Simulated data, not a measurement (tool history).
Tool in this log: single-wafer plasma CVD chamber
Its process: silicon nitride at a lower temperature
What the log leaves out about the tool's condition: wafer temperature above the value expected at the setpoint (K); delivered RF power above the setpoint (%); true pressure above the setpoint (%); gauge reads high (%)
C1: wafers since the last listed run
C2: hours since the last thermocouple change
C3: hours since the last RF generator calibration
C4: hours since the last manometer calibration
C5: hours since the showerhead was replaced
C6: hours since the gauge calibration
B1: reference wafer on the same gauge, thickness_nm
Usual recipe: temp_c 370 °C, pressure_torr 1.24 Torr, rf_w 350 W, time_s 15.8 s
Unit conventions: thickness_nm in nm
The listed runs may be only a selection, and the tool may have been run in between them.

Run 1, hour 0.0: usual settings but pressure_torr 1.31 Torr; C1 0; C2 890.1; C3 540.6; C4 575.9; C5 4296.7; C6 351.1; B1 21.096. Result: thickness_nm 19.469 nm.
Run 2, hour 82.6: usual settings but pressure_torr 1.31 Torr; C1 2991; C2 972.7; C3 623.2; C4 658.5; C5 4379.3; C6 433.7; B1 21.069. Result: thickness_nm 19.379 nm.
Run 3, hour 146.8: usual settings but pressure_torr 1.31 Torr; C1 2325; C2 1036.9; C3 687.4; C4 722.7; C5 4443.5; C6 497.9; B1 21.021. Result: thickness_nm 19.301 nm.
Run 4, hour 254.6: usual settings but time_s 17.2 s; C1 3904; C2 1144.7; C3 795.2; C4 830.5; C5 4551.3; C6 605.7; B1 20.959. Result: thickness_nm 20.580 nm.
Run 5, hour 347.4: usual settings but time_s 17.2 s; C1 3361; C2 1237.5; C3 888.0; C4 923.3; C5 4644.1; C6 698.5; B1 20.910. Result: thickness_nm 20.613 nm.
Run 6, hour 444.3: usual settings but pressure_torr 1.13 Torr, time_s 16.6 s; C1 3509; C2 1334.4; C3 984.9; C4 1020.2; C5 4741.0; C6 795.4; B1 20.897. Result: thickness_nm 18.986 nm.
Run 7, hour 516.8: usual settings but pressure_torr 1.13 Torr, time_s 16.6 s; C1 2626; C2 1406.9; C3 1057.4; C4 1092.7; C5 4813.5; C6 867.9; B1 20.853. Result: thickness_nm 18.997 nm.
Run 8, hour 592.1: usual settings but pressure_torr 1.13 Torr, time_s 16.6 s; C1 2727; C2 1482.2; C3 1132.7; C4 1168.0; C5 4888.8; C6 943.2; B1 20.820. Result: thickness_nm 18.947 nm.
Run 9, hour 670.4: usual settings but temp_c 359 °C; C1 2836; C2 1560.5; C3 1211.0; C4 1246.3; C5 4967.1; C6 1021.5; B1 20.750. Result: thickness_nm 18.712 nm.
At hour 716.7: gauge calibrated.
At hour 717.1: showerhead replaced.
Run 10, hour 771.3: usual settings but temp_c 359 °C; C1 3364; C2 1661.4; C3 1311.9; C4 1347.2; C5 54.2; C6 54.6; B1 21.262. Result: thickness_nm 19.082 nm.
Run 11, hour 811.4: usual settings but temp_c 356 °C, time_s 18.4 s; C1 1452; C2 1701.5; C3 1352.0; C4 1387.3; C5 94.3; C6 94.7; B1 21.224. Result: thickness_nm 22.477 nm.
Run 12, hour 860.3: usual settings but pressure_torr 1.11 Torr; C1 1771; C2 1750.4; C3 1400.9; C4 1436.2; C5 143.2; C6 143.6; B1 21.203. Result: thickness_nm 18.252 nm.
At hour 868.7: capacitance manometer re-zeroed and calibrated.
At hour 901.1: RF generator calibrated.
Run 13, hour 901.6: usual settings but temp_c 359 °C; C1 916; C2 1791.7; C3 0.5; C4 32.9; C5 184.5; C6 184.9; B1 21.197. Result: thickness_nm 19.240 nm.
Run 14, hour 981.6: usual settings but rf_w 280 W, time_s 18.6 s; C1 2897; C2 1871.7; C3 80.5; C4 112.9; C5 264.5; C6 264.9; B1 21.143. Result: thickness_nm 19.959 nm.
Run 15, hour 1018.5: usual settings; C1 1336; C2 1908.6; C3 117.4; C4 149.8; C5 301.4; C6 301.8; B1 21.101. Result: thickness_nm 19.057 nm.
Run 16, hour 1106.5: usual settings but temp_c 362 °C, rf_w 295 W, time_s 13.5 s; C1 3187; C2 1996.6; C3 205.4; C4 237.8; C5 389.4; C6 389.8; B1 21.079. Result: thickness_nm 14.827 nm.

Run 17 is up next; what results do you expect?
Run 17, hour 1152.9: usual settings but pressure_torr 0.98 Torr; C1 1680; C2 2043.0; C3 251.8; C4 284.2; C5 435.8; C6 436.2; B1 ?. Result: thickness_nm ?.

B1: 21.082
thickness_nm: 17.130 nm
Had the tool carried no hidden state, the very same run would have given thickness_nm 17.330 nm.

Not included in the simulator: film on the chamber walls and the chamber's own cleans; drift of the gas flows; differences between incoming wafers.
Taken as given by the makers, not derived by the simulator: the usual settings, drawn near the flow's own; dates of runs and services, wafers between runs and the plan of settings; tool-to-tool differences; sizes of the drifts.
